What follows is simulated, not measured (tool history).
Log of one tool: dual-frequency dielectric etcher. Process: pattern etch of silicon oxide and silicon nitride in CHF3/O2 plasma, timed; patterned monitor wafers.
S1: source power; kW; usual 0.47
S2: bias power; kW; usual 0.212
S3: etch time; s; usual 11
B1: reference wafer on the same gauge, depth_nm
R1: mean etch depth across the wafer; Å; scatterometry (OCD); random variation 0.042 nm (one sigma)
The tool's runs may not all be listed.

run   hour    S1     S2    S3     B1     R1
  1      0  0.47  0.212    11   13.4  143.4
  2     12  0.47  0.212    11  13.38  143.5
  3   21.1  0.47  0.212    11  13.41  142.9
  4   35.8  0.47  0.212  12.5  13.41  163.7
  5   43.5  0.47  0.212    11  13.39  142.6
  6   56.9  0.47  0.212    11   13.4  143.6
      62.7  -- gauge calibrated
  7   68.3  0.47  0.212    11  13.39  143.4
      96.6  -- upper electrode replaced
  8   97.1  0.47  0.212    11   13.4  143.6
  9   97.4  0.47  0.212    11  13.39  143.8
 10  106.4  0.47  0.212    11   13.4  143.7
     135.8  -- wet clean of the chamber
 11  136.3  0.39  0.232    11  13.39  137.8
 12  136.6  0.39  0.232    11  13.41    138
     151.7  -- source power generator calibrated
 13  152.2  0.39  0.232    11  13.39  138.8
 14  158.7  0.47  0.212   8.5   13.4  107.5
 15  176.2  0.47  0.191   9.5   13.4  117.3
 16    188  0.47  0.191   9.5  13.39  117.7
     196.4  -- bias power generator calibrated
 17  199.2  0.47  0.192     9  13.41  111.3
       205  -- gauge calibrated
 18  209.4  0.58  0.212    14   13.4  185.7
 19    221  0.47  0.165    13  13.41  154.3
 20  231.2  0.56  0.212  12.5  13.41  165.1
 21  243.4  0.47  0.212    11   13.4  140.2
 22  254.1  0.37  0.212    11  13.39  134.3
 23  260.8   0.4   0.25   8.5   13.4  110.6
 24  285.5  0.47  0.212    11   13.4    141
 25  293.3  0.58  0.212    11  13.42  147.7

The next listed run, before its measurement:
 26  308.8  0.47  0.212   9   ?   ?

B1: 13.42
R1: 115.6 Å
Without the tool's hidden state the same run would have given R1 114.3 Å.
